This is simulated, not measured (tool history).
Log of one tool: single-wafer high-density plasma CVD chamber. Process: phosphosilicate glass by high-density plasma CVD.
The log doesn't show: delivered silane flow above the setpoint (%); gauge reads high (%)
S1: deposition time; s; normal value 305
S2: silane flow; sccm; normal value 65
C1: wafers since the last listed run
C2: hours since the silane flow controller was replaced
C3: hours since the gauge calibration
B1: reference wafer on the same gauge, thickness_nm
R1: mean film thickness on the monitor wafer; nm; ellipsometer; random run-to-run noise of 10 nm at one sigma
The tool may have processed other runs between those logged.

run    hour   S1  S2   C1      C2      C3        B1        R1
  1       0  305  65    0  2389.9   819.7  2299.143  1976.193
  2    31.2  305  65  159  2421.1   850.9   2302.86  1987.737
  3    46.1  305  65   76    2436   865.8  2298.054  1988.505
  4    59.7  305  65   69  2449.6   879.4  2295.537  2003.496
  5    87.4  305  65  141  2477.3   907.1  2298.922  2012.334
  6     114  305  65  135  2503.9   933.7  2294.474  2007.085
  7   147.6  305  68  171  2537.5   967.3  2299.731  2109.489
  8   245.2  325  68  498  2635.1  1064.9  2297.349  2249.299
  9     258  325  68   65  2647.9  1077.7  2301.471  2253.823
 10   275.2  325  68   87  2665.1  1094.9  2301.199  2254.541
 11   361.8  317  65  442  2751.7  1181.5  2299.351  2088.475
 12   396.3  276  65  176  2786.2    1216  2301.531  1836.238
 13     415  276  65   95  2804.9  1234.7  2295.803  1824.466
 14   443.4  305  65  145  2833.3  1263.1  2300.036  2020.563
 15   531.6  305  65  450  2921.5  1351.3  2294.808  2013.031
 16   548.6  305  57   86  2938.5  1368.3  2297.758  1768.249
 17   578.1  305  57  150    2968  1397.8  2295.717  1791.475
        580  -- gauge calibrated
 18   602.3  305  57  123  2992.2    22.3  2292.059   1793.79
 19   634.6  305  65  164  3024.5    54.6  2298.288  2043.497
 20   653.3  305  65   95  3043.2    73.3   2298.87  2032.352
 21   687.6  305  65  175  3077.5   107.6  2299.327   2046.41
 22   713.1  336  55  130    3103   133.1  2296.816  1898.882
 23   725.5  305  65   63  3115.4   145.5  2297.878  2039.741
 24   755.9  364  65  155  3145.8   175.9  2296.551    2434.2
 25     777  346  65  107  3166.9     197  2305.257   2322.87
 26   790.4  305  74   68  3180.3   210.4  2301.529  2337.687
 27   819.4  365  60  148  3209.3   239.4  2297.952  2272.321
        918  -- silane flow controller replaced
 28   923.3  256  55  489     5.3   343.3  2299.629  1380.887
 29     956  287  55  166      38     376   2300.08  1540.896
 30   970.3  278  77   73    52.3   390.3  2296.416  2087.108
 31   985.6  283  65   78    67.6   405.6   2299.44  1794.028
 32    1002  338  61   83      84     422  2302.106  2000.604
 33  1036.7  277  54  177   118.7   456.7  2302.848  1465.098
 34  1070.5  305  65  172   152.5   490.5  2304.484  1946.726
 35    1086  276  61   79     168     506  2299.568  1655.685
 36  1181.4  323  58  487   263.4   601.4    2297.7  1842.079
 37  1253.7  343  57  369   335.7   673.7  2300.147  1900.817
 38    1275  305  65  108     357     695  2295.539  1947.817
 39  1292.4  305  75   88   374.4   712.4  2302.873  2221.015
 40  1319.6  335  58  138   401.6   739.6  2308.058  1903.954
 41  1347.7  355  57  143   429.7   767.7  2298.716  1983.041
 42  1375.4  305  65  141   457.4   795.4  2302.145  1943.279
 43  1390.7  305  65   78   472.7   810.7    2296.2   1932.26
 44  1417.3  305  53  135   499.3   837.3  2304.076  1602.625
 45  1430.2  346  69   65   512.2   850.2  2296.465  2326.339
 46  1449.9  261  70  100   531.9   869.9  2294.583  1782.512

Predict each of these 4 candidate next runs independently; none follows another, all start after run 46:
  A  1450.4  305  65   2  532.4  870.4   ?   ?
  B  1450.4  345  53   2  532.4  870.4   ?   ?
  C  1450.4  360  53   2  532.4  870.4   ?   ?
  D  1450.4  322  65   2  532.4  870.4   ?   ?

run        B1        R1
  A  2300.693  1942.848
  B  2300.693  1791.928
  C  2300.693  1869.838
  D  2300.693  2051.138
With the hidden condition removed and each run's random variation left untouched, the same runs would have given:
run        R1
  A  1929.479
  B  1779.598
  C  1856.972
  D  2037.024

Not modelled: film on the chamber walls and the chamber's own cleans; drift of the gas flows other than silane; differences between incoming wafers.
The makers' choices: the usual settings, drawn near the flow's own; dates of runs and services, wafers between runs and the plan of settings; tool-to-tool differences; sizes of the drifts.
